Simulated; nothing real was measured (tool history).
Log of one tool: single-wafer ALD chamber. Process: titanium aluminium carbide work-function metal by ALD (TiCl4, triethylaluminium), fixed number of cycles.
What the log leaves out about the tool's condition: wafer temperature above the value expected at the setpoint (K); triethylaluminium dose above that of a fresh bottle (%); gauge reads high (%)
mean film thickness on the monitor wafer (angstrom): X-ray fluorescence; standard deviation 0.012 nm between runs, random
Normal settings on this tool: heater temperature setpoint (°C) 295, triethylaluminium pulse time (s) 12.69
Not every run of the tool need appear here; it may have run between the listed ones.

run     day  heater temperature setpoint (°C)  triethylaluminium pulse time (s)  wafers since the last listed run  hours since the last thermocouple change  hours since the last triethylaluminium bottle change  hours since the showerhead was replaced  hours since the gauge calibration  read-back reference wafer on the same gauge, thickness_nm  mean film thickness on the monitor wafer (angstrom)
  1   0.000                               295                             12.69                                 0                                    2571.9                                                 528.8                                   3412.4                              663.3                                                      2.378                                                20.41
  2   1.983                               295                             12.69                               461                                    2619.5                                                 576.4                                   3460.0                              710.9                                                      2.374                                                20.52
  3   4.188                               295                             12.69                               513                                    2672.4                                                 629.3                                   3512.9                              763.8                                                      2.382                                                20.42
      7.025  -- triethylaluminium bottle replaced
  4   7.933                               299                             12.69                               794                                    2762.3                                                  21.8                                   3602.8                              853.7                                                      2.382                                                21.00
  5  10.979                               299                             12.69                               709                                    2835.4                                                  94.9                                   3675.9                              926.8                                                      2.378                                                20.86
     15.446  -- thermocouple changed; heater temperature recalibrated
  6  15.467                               295                             12.69                               967                                       0.5                                                 202.6                                   3783.6                             1034.5                                                      2.385                                                20.53
  7  19.042                               295                             12.69                               832                                      86.3                                                 288.4                                   3869.4                             1120.3                                                      2.383                                                20.36
  8  23.088                               295                             12.69                               942                                     183.4                                                 385.5                                   3966.5                             1217.4                                                      2.383                                                20.31
  9  26.429                               295                             12.69                               778                                     263.6                                                 465.7                                   4046.7                             1297.6                                                      2.379                                                20.43
 10  28.742                               310                             17.25                               538                                     319.1                                                 521.2                                   4102.2                             1353.1                                                      2.372                                                21.90
 11  30.900                               295                             12.69                               502                                     370.9                                                 573.0                                   4154.0                             1404.9                                                      2.383                                                20.70
 12  34.692                               309                             12.69                               883                                     461.9                                                 664.0                                   4245.0                             1495.9                                                      2.388                                                21.64
     36.567  -- showerhead replaced
 13  36.588                               304                              7.81                               363                                     507.4                                                 709.5                                      0.5                             1541.4                                                      2.384                                                17.22
     37.625  -- triethylaluminium bottle replaced
     38.125  -- gauge calibrated
 14  40.158                               295                             12.69                               754                                     593.1                                                  60.8                                     86.2                               48.8                                                      2.384                                                20.55
 15  42.208                               309                             17.33                               477                                     642.3                                                 110.0                                    135.4                               98.0                                                      2.380                                                21.73
 16  45.150                               288                             14.23                               685                                     712.9                                                 180.6                                    206.0                              168.6                                                      2.385                                                19.92
 17  46.762                               302                             10.77                               375                                     751.6                                                 219.3                                    244.7                              207.3                                                      2.379                                                20.48
 18  48.829                               283                             15.02                               481                                     801.2                                                 268.9                                    294.3                              256.9                                                      2.377                                                19.79

How the hidden state differs across the entries between the runs, from the last listed run before each to the first after it:
Run 3 -> run 4: triethylaluminium bottle replaced (day 7.025)
  no difference in the tool's unlogged condition between these two runs
Run 5 -> run 6: thermocouple changed; heater temperature recalibrated (day 15.446)
  no difference in the tool's unlogged condition between these two runs
Run 12 -> run 13: showerhead replaced (day 36.567)
  no difference in the tool's unlogged condition between these two runs
Run 13 -> run 14: triethylaluminium bottle replaced (day 37.625); gauge calibrated (day 38.125)
  no difference in the tool's unlogged condition between these two runs

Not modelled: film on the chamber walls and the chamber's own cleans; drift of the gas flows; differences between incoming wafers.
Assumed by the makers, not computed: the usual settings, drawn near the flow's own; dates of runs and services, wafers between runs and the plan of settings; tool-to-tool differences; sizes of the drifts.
